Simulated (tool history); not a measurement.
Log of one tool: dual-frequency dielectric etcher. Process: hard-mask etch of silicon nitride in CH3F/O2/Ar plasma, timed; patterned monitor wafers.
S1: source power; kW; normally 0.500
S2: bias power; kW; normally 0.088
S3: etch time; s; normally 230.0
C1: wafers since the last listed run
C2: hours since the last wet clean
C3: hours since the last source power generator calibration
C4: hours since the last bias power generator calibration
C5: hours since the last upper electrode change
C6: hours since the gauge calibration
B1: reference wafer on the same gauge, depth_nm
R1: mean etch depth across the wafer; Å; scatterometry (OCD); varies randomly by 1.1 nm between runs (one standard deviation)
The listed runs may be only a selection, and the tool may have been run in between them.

run,hour,S1,S2,S3,C1,C2,C3,C4,C5,C6,B1,R1
1,0.0,0.430,0.073,230.0,0,161.0,3192.6,3088.3,1489.3,495.7,179.9,1821
2,19.0,0.430,0.073,230.0,122,180.0,3211.6,3107.3,1508.3,514.7,180.0,1796
3,46.7,0.430,0.073,230.0,179,207.7,3239.3,3135.0,1536.0,542.4,179.6,1788
4,80.4,0.500,0.088,274.5,217,241.4,3273.0,3168.7,1569.7,576.1,179.5,2369
5,95.6,0.500,0.088,252.0,98,256.6,3288.2,3183.9,1584.9,591.3,179.3,2176
6,111.1,0.450,0.088,230.0,100,272.1,3303.7,3199.4,1600.4,606.8,179.5,1898
7,126.1,0.450,0.088,230.0,96,287.1,3318.7,3214.4,1615.4,621.8,179.0,1903
8,233.0,0.590,0.088,193.5,690,394.0,3425.6,3321.3,1722.3,728.7,178.4,1793
9,249.0,0.500,0.088,271.0,103,410.0,3441.6,3337.3,1738.3,744.7,178.5,2317
10,273.9,0.500,0.088,271.0,160,434.9,3466.5,3362.2,1763.2,769.6,178.1,2331
11,306.1,0.500,0.088,271.0,208,467.1,3498.7,3394.4,1795.4,801.8,177.9,2331
# hour 340.3: wet clean of the chamber
12,340.8,0.600,0.088,230.0,69,0.5,3533.4,3429.1,1830.1,836.5,177.7,2114
13,341.2,0.600,0.088,230.0,2,0.9,3533.8,3429.5,1830.5,836.9,177.7,2135
14,357.7,0.500,0.088,230.0,106,17.4,3550.3,3446.0,1847.0,853.4,177.3,1973
15,388.5,0.500,0.088,230.0,199,48.2,3581.1,3476.8,1877.8,884.2,177.5,1982
16,410.0,0.410,0.098,230.0,138,69.7,3602.6,3498.3,1899.3,905.7,177.3,1836
17,432.9,0.580,0.073,230.0,148,92.6,3625.5,3521.2,1922.2,928.6,177.1,2017
# hour 447.6: gauge calibrated
# hour 451.6: bias power generator calibrated
18,452.1,0.500,0.098,230.0,98,111.8,3644.7,0.5,1941.4,4.5,182.0,2064
19,472.0,0.600,0.088,230.0,128,131.7,3664.6,20.4,1961.3,24.4,182.0,2174
20,503.5,0.500,0.088,193.5,203,163.2,3696.1,51.9,1992.8,55.9,181.9,1697
# hour 541.0: upper electrode replaced
21,582.5,0.550,0.095,275.5,355,242.2,3775.1,130.9,41.5,134.9,181.3,2536
22,598.9,0.500,0.088,230.0,106,258.6,3791.5,147.3,57.9,151.3,181.0,2012
23,624.4,0.500,0.073,230.0,164,284.1,3817.0,172.8,83.4,176.8,181.1,1931
24,640.6,0.500,0.069,230.0,104,300.3,3833.2,189.0,99.6,193.0,180.8,1919
# hour 671.4: source power generator calibrated
25,672.8,0.500,0.107,178.5,182,332.5,1.4,221.2,131.8,225.2,180.8,1616
26,693.7,0.500,0.088,230.0,135,353.4,22.3,242.1,152.7,246.1,180.6,1995
27,779.3,0.500,0.109,230.0,553,439.0,107.9,327.7,238.3,331.7,180.0,2094
# hour 809.3: wet clean of the chamber
28,809.8,0.500,0.079,261.5,42,0.5,138.4,358.2,268.8,362.2,179.8,2227
29,811.3,0.500,0.088,179.5,9,2.0,139.9,359.7,270.3,363.7,179.9,1573
30,844.8,0.590,0.104,166.0,216,35.5,173.4,393.2,303.8,397.2,179.5,1601
31,875.0,0.560,0.108,196.0,195,65.7,203.6,423.4,334.0,427.4,179.5,1861

Measured result minus the same run's result without the hidden state. Both carry the same run-to-run variation, though not necessarily the same gauge scatter:
Unlogged tool condition in this case: etch rate over this chamber's usual, %; source power that arrives over what is set, %; bias power that arrives over what is set, %; gauge reads high (%).
run,R1
1,-21
2,-23
3,-23
4,-35
5,-33
6,-30
7,-31
8,-36
9,-49
10,-51
11,-54
12,-52
13,-53
14,-50
15,-52
16,-50
17,-56
18,+1
19,+1
20,-1
21,-10
22,-9
23,-11
24,-11
25,-11
26,-15
27,-23
28,-27
29,-19
30,-22
31,-27

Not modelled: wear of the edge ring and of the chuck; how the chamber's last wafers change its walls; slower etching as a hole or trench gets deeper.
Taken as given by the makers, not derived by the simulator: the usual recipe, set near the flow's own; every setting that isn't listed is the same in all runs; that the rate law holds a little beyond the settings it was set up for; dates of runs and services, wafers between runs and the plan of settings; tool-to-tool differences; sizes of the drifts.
